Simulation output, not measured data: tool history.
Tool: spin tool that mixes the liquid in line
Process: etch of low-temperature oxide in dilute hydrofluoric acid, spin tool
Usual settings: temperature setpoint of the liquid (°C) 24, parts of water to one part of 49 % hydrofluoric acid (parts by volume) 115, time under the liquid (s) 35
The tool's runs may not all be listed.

| run | hour | temperature setpoint of the liquid (°C) | parts of water to one part of 49 % hydrofluoric acid (parts by volume) | time under the liquid (s) | wafers since the last listed run | hours since the thermometer was replaced | hours since the hydrofluoric acid flow meter was replaced | hours since the gauge calibration | read-back film thickness of the low-temperature oxide reference wafer, read on the same gauge (nm) | thickness taken off the low-temperature oxide on a monitor wafer (Å) |
|---|---|---|---|---|---|---|---|---|---|---|
| 1 | 0 | 24 | 115 | 35 | 0 | 483.4 | 1149 | 1199.4 | 130.01 | 59.5 |
| 2 | 66.2 | 24 | 115 | 35 | 648 | 549.6 | 1215.2 | 1265.6 | 129.97 | 59.6 |
| 3 | 90.7 | 24 | 115 | 35 | 239 | 574.1 | 1239.7 | 1290.1 | 129.96 | 59.5 |
| 4 | 153.1 | 24 | 115 | 35 | 610 | 636.5 | 1302.1 | 1352.5 | 130 | 59.1 |
| 5 | 201.7 | 24 | 115 | 35 | 475 | 685.1 | 1350.7 | 1401.1 | 130.01 | 58.6 |
| 6 | 233 | 24 | 115 | 35 | 306 | 716.4 | 1382 | 1432.4 | 130.01 | 58 |
| 7 | 279 | 24 | 115 | 35 | 450 | 762.4 | 1428 | 1478.4 | 129.96 | 57.6 |
|  | 290 | thermometer replaced |
|  | 303.4 | hydrofluoric acid flow meter replaced |
| 8 | 340.1 | 24 | 115 | 35 | 578 | 50.1 | 36.7 | 1539.5 | 129.97 | 63 |
| 9 | 388.7 | 24 | 115 | 35 | 475 | 98.7 | 85.3 | 1588.1 | 130.05 | 62.1 |
| 10 | 453.5 | 24 | 115 | 35 | 634 | 163.5 | 150.1 | 1652.9 | 129.99 | 62.6 |
|  | 476.3 | gauge calibrated |
| 11 | 485.3 | 24 | 115 | 35 | 311 | 195.3 | 181.9 | 9 | 129.99 | 62.2 |
| 12 | 529.1 | 24 | 115 | 50 | 428 | 239.1 | 225.7 | 52.8 | 129.98 | 88.9 |
| 13 | 555.6 | 24 | 115 | 35 | 259 | 265.6 | 252.2 | 79.3 | 130.03 | 61.7 |
| 14 | 592.7 | 24 | 145 | 35 | 363 | 302.7 | 289.3 | 116.4 | 130.01 | 47 |
| 15 | 654.5 | 27.5 | 65 | 55 | 605 | 364.5 | 351.1 | 178.2 | 130.01 | 205.4 |
| 16 | 688.8 | 20 | 115 | 40 | 335 | 398.8 | 385.4 | 212.5 | 130.01 | 59.4 |
| 17 | 739.8 | 21 | 175 | 45 | 499 | 449.8 | 436.4 | 263.5 | 130.01 | 42.9 |
| 18 | 808.2 | 24 | 115 | 35 | 669 | 518.2 | 504.8 | 331.9 | 130.01 | 59.9 |
| 19 | 874.3 | 22.5 | 115 | 25 | 647 | 584.3 | 570.9 | 398 | 129.96 | 40.3 |
| 20 | 939.2 | 24 | 115 | 45 | 635 | 649.2 | 635.8 | 462.9 | 130 | 76.1 |
| 21 | 967 | 20.5 | 160 | 20 | 272 | 677 | 663.6 | 490.7 | 129.97 | 20.2 |
| 22 | 994.2 | 24 | 115 | 35 | 266 | 704.2 | 690.8 | 517.9 | 130.04 | 58.5 |
| 23 | 1031.9 | 24 | 95 | 35 | 369 | 741.9 | 728.5 | 555.6 | 130.03 | 73.4 |
|  | 1053.8 | thermometer replaced |
| 24 | 1072.6 | 24 | 75 | 35 | 388 | 18.8 | 769.2 | 596.3 | 129.98 | 101.2 |
| 25 | 1106.7 | 21.5 | 115 | 35 | 333 | 52.9 | 803.3 | 630.4 | 129.98 | 56.7 |
| 26 | 1131.2 | 24 | 115 | 35 | 239 | 77.4 | 827.8 | 654.9 | 129.99 | 62.5 |
| 27 | 1162.3 | 24 | 115 | 55 | 304 | 108.5 | 858.9 | 686 | 130.01 | 97.8 |
| 28 | 1206.3 | 22.5 | 85 | 50 | 430 | 152.5 | 902.9 | 730 | 130 | 117 |
| 29 | 1233.2 | 24 | 115 | 35 | 263 | 179.4 | 929.8 | 756.9 | 129.98 | 62.2 |
| 30 | 1292.7 | 24 | 115 | 20 | 582 | 238.9 | 989.3 | 816.4 | 129.97 | 35.4 |
| 31 | 1345.6 | 19.5 | 90 | 15 | 517 | 291.8 | 1042.2 | 869.3 | 129.99 | 29.1 |
| 32 | 1404.5 | 24 | 115 | 35 | 576 | 350.7 | 1101.1 | 928.2 | 130 | 61.4 |

Hidden state at the last listed run before each entry between runs and at the first one after, where it differs:
Between runs 7 and 8: thermometer replaced (hour 290); hydrofluoric acid flow meter replaced (hour 303.4)
  liquid colder than its thermometer reads (K): 2.45 -> 0.145
  measured less the result without the state, thickness taken off the low-temperature oxide on a monitor wafer (Å): -5.9 -> -0.4
Between runs 10 and 11: gauge calibrated (hour 476.3)
  liquid colder than its thermometer reads (K): 0.469 -> 0.56
  measured less the result without the state, thickness taken off the low-temperature oxide on a monitor wafer (Å): -1.1 -> -1.4
Between runs 23 and 24: thermometer replaced (hour 1053.8)
  liquid colder than its thermometer reads (K): 2.12 -> 0.117
  measured less the result without the state, thickness taken off the low-temperature oxide on a monitor wafer (Å): -6.5 -> -0.4
